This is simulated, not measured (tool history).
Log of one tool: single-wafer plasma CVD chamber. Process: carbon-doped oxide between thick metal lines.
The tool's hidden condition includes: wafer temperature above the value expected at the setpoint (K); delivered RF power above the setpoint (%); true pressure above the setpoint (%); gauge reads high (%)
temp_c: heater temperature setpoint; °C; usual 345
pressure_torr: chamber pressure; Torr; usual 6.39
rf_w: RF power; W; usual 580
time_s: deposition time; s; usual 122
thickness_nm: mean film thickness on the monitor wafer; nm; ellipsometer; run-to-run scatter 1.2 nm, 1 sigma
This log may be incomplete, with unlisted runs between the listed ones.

| run | day | temp_c | pressure_torr | rf_w | time_s | wafers since the last listed run | hours since the last thermocouple change | hours since the last RF generator calibration | hours since the last manometer calibration | hours since the showerhead was replaced | hours since the gauge calibration | read-back reference wafer on the same gauge, thickness_nm | thickness_nm |
|---|---|---|---|---|---|---|---|---|---|---|---|---|---|
| 1 | 0.000 | 345 | 5.68 | 580 | 122 | 0 | 2362.4 | 1739.7 | 19.8 | 2322.4 | 941.3 | 763.346 | 686.004 |
| 2 | 1.288 | 345 | 5.68 | 580 | 122 | 283 | 2393.3 | 1770.6 | 50.7 | 2353.3 | 972.2 | 762.945 | 683.843 |
| 3 | 2.708 | 345 | 7.15 | 580 | 122 | 312 | 2427.4 | 1804.7 | 84.8 | 2387.4 | 1006.3 | 762.812 | 705.288 |
|  | 2.817 | gauge calibrated |
| 4 | 4.042 | 345 | 7.15 | 580 | 122 | 293 | 2459.4 | 1836.7 | 116.8 | 2419.4 | 29.4 | 763.161 | 704.562 |
|  | 4.429 | RF generator calibrated |
| 5 | 4.892 | 345 | 7.12 | 580 | 122 | 113 | 2479.8 | 11.1 | 137.2 | 2439.8 | 49.8 | 763.409 | 721.988 |
| 6 | 6.012 | 337 | 4.86 | 545 | 132 | 246 | 2506.7 | 38.0 | 164.1 | 2466.7 | 76.7 | 763.266 | 727.699 |
| 7 | 7.075 | 345 | 6.39 | 580 | 114 | 233 | 2532.2 | 63.5 | 189.6 | 2492.2 | 102.2 | 763.223 | 667.361 |
|  | 7.879 | thermocouple changed; heater temperature recalibrated |
| 8 | 8.250 | 345 | 6.39 | 580 | 122 | 185 | 8.9 | 91.7 | 217.8 | 2520.4 | 130.4 | 762.498 | 714.467 |
| 9 | 8.842 | 345 | 6.98 | 630 | 107 | 130 | 23.1 | 105.9 | 232.0 | 2534.6 | 144.6 | 763.055 | 661.256 |
| 10 | 9.454 | 338 | 5.49 | 695 | 142 | 134 | 37.8 | 120.6 | 246.7 | 2549.3 | 159.3 | 762.698 | 908.467 |
| 11 | 10.467 | 345 | 6.39 | 505 | 100 | 222 | 62.1 | 144.9 | 271.0 | 2573.6 | 183.6 | 762.182 | 548.644 |
| 12 | 11.592 | 345 | 6.39 | 580 | 122 | 247 | 89.1 | 171.9 | 298.0 | 2600.6 | 210.6 | 762.737 | 716.757 |
| 13 | 12.829 | 337 | 4.86 | 545 | 132 | 272 | 118.8 | 201.6 | 327.7 | 2630.3 | 240.3 | 763.157 | 728.597 |
| 14 | 13.696 | 345 | 6.39 | 505 | 114 | 190 | 139.6 | 222.4 | 348.5 | 2651.1 | 261.1 | 762.313 | 625.511 |
|  | 14.279 | showerhead replaced |
| 15 | 14.300 | 345 | 6.39 | 580 | 122 | 59 | 154.1 | 236.9 | 363.0 | 0.5 | 275.6 | 762.781 | 717.904 |
| 16 | 15.000 | 345 | 5.67 | 530 | 122 | 153 | 170.9 | 253.7 | 379.8 | 17.3 | 292.4 | 762.654 | 670.118 |
| 17 | 15.904 | 354 | 6.39 | 670 | 122 | 198 | 192.6 | 275.4 | 401.5 | 39.0 | 314.1 | 762.917 | 750.682 |
| 18 | 17.017 | 345 | 7.81 | 655 | 144 | 244 | 219.3 | 302.1 | 428.2 | 65.7 | 340.8 | 762.358 | 915.775 |
| 19 | 17.979 | 345 | 6.39 | 580 | 122 | 211 | 242.4 | 325.2 | 451.3 | 88.8 | 363.9 | 762.841 | 716.222 |
| 20 | 18.483 | 345 | 6.39 | 675 | 122 | 110 | 254.5 | 337.3 | 463.4 | 100.9 | 376.0 | 763.344 | 773.655 |
| 21 | 19.421 | 345 | 7.05 | 580 | 143 | 206 | 277.0 | 359.8 | 485.9 | 123.4 | 398.5 | 763.511 | 845.267 |
| 22 | 20.758 | 359 | 6.39 | 680 | 122 | 294 | 309.1 | 391.9 | 518.0 | 155.5 | 430.6 | 762.877 | 745.555 |
| 23 | 21.371 | 352 | 7.30 | 465 | 122 | 134 | 323.8 | 406.6 | 532.7 | 170.2 | 445.3 | 762.548 | 635.819 |
| 24 | 22.292 | 345 | 7.46 | 580 | 122 | 202 | 345.9 | 428.7 | 554.8 | 192.3 | 467.4 | 762.934 | 727.356 |
| 25 | 23.050 | 339 | 7.65 | 665 | 146 | 166 | 364.1 | 446.9 | 573.0 | 210.5 | 485.6 | 763.256 | 953.302 |
| 26 | 24.329 | 357 | 6.95 | 530 | 114 | 281 | 394.8 | 477.6 | 603.7 | 241.2 | 516.3 | 762.514 | 623.792 |
| 27 | 25.275 | 357 | 7.53 | 480 | 132 | 207 | 417.5 | 500.3 | 626.4 | 263.9 | 539.0 | 762.930 | 692.294 |

A few steps of thickness_nm between consecutive runs. Split each: what settings, incoming material and random variation would produce without the hidden state, and what is left over for the hidden state, along with gauge scatter present in only one of the two compared results (measured, and without hidden state):
Run 4 -> 5: pressure_torr 7.15 -> 7.12, RF generator calibrated. thickness_nm +17.426 nm: hidden state +19.846, all else -2.420.
Run 10 -> 11: temp_c 338 -> 345, pressure_torr 5.49 -> 6.39, rf_w 695 -> 505, time_s 142 -> 100. thickness_nm -359.823 nm: hidden state +2.426, all else -362.249.
Run 25 -> 26: temp_c 339 -> 357, pressure_torr 7.65 -> 6.95, rf_w 665 -> 530, time_s 146 -> 114. thickness_nm -329.510 nm: hidden state +2.927, all else -332.437.
